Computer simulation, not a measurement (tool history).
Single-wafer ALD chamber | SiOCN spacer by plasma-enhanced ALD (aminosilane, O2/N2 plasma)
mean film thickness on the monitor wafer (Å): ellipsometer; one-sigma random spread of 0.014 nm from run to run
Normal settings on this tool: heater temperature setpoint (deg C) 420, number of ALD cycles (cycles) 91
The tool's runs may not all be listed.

| run | hour | heater temperature setpoint (deg C) | number of ALD cycles (cycles) | wafers since the last listed run | hours since the last thermocouple change | hours since the gauge calibration | read-back reference wafer on the same gauge, thickness_nm | mean film thickness on the monitor wafer (Å) |
|---|---|---|---|---|---|---|---|---|
| 1 | 0.0 | 412 | 91 | 0 | 723.5 | 564.4 | 5.067 | 53.32 |
| 2 | 34.5 | 412 | 91 | 62 | 758.0 | 598.9 | 5.071 | 53.29 |
| 3 | 67.3 | 412 | 91 | 59 | 790.8 | 631.7 | 5.070 | 53.08 |
| 4 | 96.4 | 420 | 91 | 52 | 819.9 | 660.8 | 5.069 | 52.03 |
| 5 | 131.8 | 420 | 91 | 63 | 855.3 | 696.2 | 5.070 | 51.81 |
| 6 | 148.8 | 420 | 91 | 30 | 872.3 | 713.2 | 5.074 | 51.97 |
| 7 | 172.8 | 420 | 91 | 43 | 896.3 | 737.2 | 5.069 | 52.01 |
| 8 | 202.9 | 420 | 91 | 54 | 926.4 | 767.3 | 5.072 | 51.89 |
| 9 | 223.4 | 420 | 91 | 37 | 946.9 | 787.8 | 5.069 | 51.71 |
| 10 | 264.6 | 420 | 91 | 74 | 988.1 | 829.0 | 5.070 | 51.97 |
| 11 | 287.3 | 420 | 91 | 41 | 1010.8 | 851.7 | 5.071 | 51.84 |
|  | 300.9 | gauge calibrated |
| 12 | 358.0 | 420 | 91 | 127 | 1081.5 | 57.1 | 5.074 | 51.86 |
| 13 | 387.0 | 420 | 91 | 52 | 1110.5 | 86.1 | 5.071 | 51.69 |
| 14 | 401.9 | 420 | 91 | 26 | 1125.4 | 101.0 | 5.070 | 51.88 |
| 15 | 429.4 | 420 | 91 | 49 | 1152.9 | 128.5 | 5.067 | 51.92 |
| 16 | 451.8 | 420 | 91 | 40 | 1175.3 | 150.9 | 5.070 | 51.82 |
| 17 | 485.4 | 420 | 91 | 60 | 1208.9 | 184.5 | 5.070 | 51.49 |
| 18 | 502.7 | 420 | 78 | 31 | 1226.2 | 201.8 | 5.068 | 44.44 |
| 19 | 519.0 | 420 | 91 | 29 | 1242.5 | 218.1 | 5.069 | 51.72 |
| 20 | 534.3 | 420 | 91 | 27 | 1257.8 | 233.4 | 5.069 | 51.87 |

Run 21 comes next. What will it give?
| 21 | 547.0 | 426 | 100 | 22 | 1270.5 | 246.1 | ? | ? |

read-back reference wafer on the same gauge, thickness_nm: 5.069
mean film thickness on the monitor wafer (Å): 55.51
Had the tool carried no hidden state, the very same run would have given mean film thickness on the monitor wafer (Å) 56.51.
